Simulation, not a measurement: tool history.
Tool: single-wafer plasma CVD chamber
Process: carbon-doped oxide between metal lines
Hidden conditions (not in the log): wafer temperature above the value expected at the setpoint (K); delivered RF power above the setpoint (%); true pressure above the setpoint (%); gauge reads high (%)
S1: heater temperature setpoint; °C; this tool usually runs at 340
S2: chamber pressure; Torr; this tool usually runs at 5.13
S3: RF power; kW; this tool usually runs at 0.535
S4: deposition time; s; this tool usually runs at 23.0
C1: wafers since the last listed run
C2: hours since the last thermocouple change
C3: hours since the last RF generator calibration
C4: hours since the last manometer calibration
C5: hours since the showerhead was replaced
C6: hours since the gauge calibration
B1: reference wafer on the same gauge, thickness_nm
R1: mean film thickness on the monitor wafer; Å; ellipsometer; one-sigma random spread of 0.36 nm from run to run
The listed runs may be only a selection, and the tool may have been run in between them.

| run | hour | S1 | S2 | S3 | S4 | C1 | C2 | C3 | C4 | C5 | C6 | B1 | R1 |
|---|---|---|---|---|---|---|---|---|---|---|---|---|---|
| 1 | 0.0 | 349 | 5.13 | 0.535 | 23.0 | 0 | 605.7 | 220.1 | 2323.9 | 6412.3 | 266.0 | 126.082 | 1319.47 |
| 2 | 42.7 | 349 | 5.13 | 0.535 | 23.0 | 1352 | 648.4 | 262.8 | 2366.6 | 6455.0 | 308.7 | 126.016 | 1314.50 |
| 3 | 87.1 | 340 | 5.13 | 0.535 | 23.0 | 1405 | 692.8 | 307.2 | 2411.0 | 6499.4 | 353.1 | 126.097 | 1350.78 |
| 4 | 171.3 | 340 | 5.13 | 0.535 | 23.0 | 2666 | 777.0 | 391.4 | 2495.2 | 6583.6 | 437.3 | 125.877 | 1347.30 |
| 5 | 276.8 | 340 | 5.13 | 0.535 | 23.0 | 3340 | 882.5 | 496.9 | 2600.7 | 6689.1 | 542.8 | 126.044 | 1350.81 |
| 6 | 344.6 | 348 | 5.13 | 0.535 | 23.0 | 2146 | 950.3 | 564.7 | 2668.5 | 6756.9 | 610.6 | 125.958 | 1325.23 |
| 7 | 450.8 | 348 | 5.13 | 0.535 | 23.0 | 3362 | 1056.5 | 670.9 | 2774.7 | 6863.1 | 716.8 | 125.977 | 1327.57 |
| 8 | 531.5 | 340 | 5.13 | 0.535 | 20.6 | 2555 | 1137.2 | 751.6 | 2855.4 | 6943.8 | 797.5 | 125.890 | 1217.45 |
|  | 586.8 | capacitance manometer re-zeroed and calibrated |
|  | 656.9 | thermocouple changed; heater temperature recalibrated |
|  | 657.4 | showerhead replaced |
|  | 727.8 | RF generator calibrated |
| 9 | 776.2 | 340 | 3.86 | 0.585 | 23.0 | 6969 | 119.3 | 48.4 | 189.4 | 118.8 | 1042.2 | 125.972 | 1431.77 |
|  | 911.2 | gauge calibrated |
|  | 981.7 | thermocouple changed; heater temperature recalibrated, repeated, since the last time left the tool worse |
| 10 | 1040.5 | 340 | 5.13 | 0.535 | 23.0 | 8115 | 58.8 | 312.7 | 453.7 | 383.1 | 129.3 | 126.024 | 1346.15 |
| 11 | 1084.7 | 327 | 5.13 | 0.535 | 23.0 | 1399 | 103.0 | 356.9 | 497.9 | 427.3 | 173.5 | 125.967 | 1397.34 |
| 12 | 1121.5 | 340 | 5.13 | 0.535 | 23.0 | 1165 | 139.8 | 393.7 | 534.7 | 464.1 | 210.3 | 126.095 | 1347.30 |
| 13 | 1163.8 | 328 | 4.07 | 0.535 | 23.0 | 1339 | 182.1 | 436.0 | 577.0 | 506.4 | 252.6 | 126.054 | 1354.34 |
| 14 | 1246.9 | 352 | 5.13 | 0.535 | 23.0 | 2631 | 265.2 | 519.1 | 660.1 | 589.5 | 335.7 | 126.061 | 1301.73 |
| 15 | 1343.0 | 349 | 5.13 | 0.535 | 23.0 | 3042 | 361.3 | 615.2 | 756.2 | 685.6 | 431.8 | 126.083 | 1311.88 |

Below are 3 alternative next runs, each starting from the tool's condition after run 15. Predict each:
| A | 1343.4 | 340 | 6.06 | 0.535 | 23.0 | 12 | 361.7 | 615.6 | 756.6 | 686.0 | 432.2 | ? | ? |
| B | 1343.4 | 332 | 5.13 | 0.535 | 19.0 | 12 | 361.7 | 615.6 | 756.6 | 686.0 | 432.2 | ? | ? |
| C | 1343.4 | 350 | 4.61 | 0.585 | 21.6 | 12 | 361.7 | 615.6 | 756.6 | 686.0 | 432.2 | ? | ? |

| run | B1 | R1 |
|---|---|---|
| A | 126.122 | 1371.21 |
| B | 126.122 | 1140.57 |
| C | 126.122 | 1317.53 |
Had the tool no hidden state, the same runs would have come out as:
| run | R1 |
|---|---|
| A | 1365.32 |
| B | 1135.55 |
| C | 1312.40 |
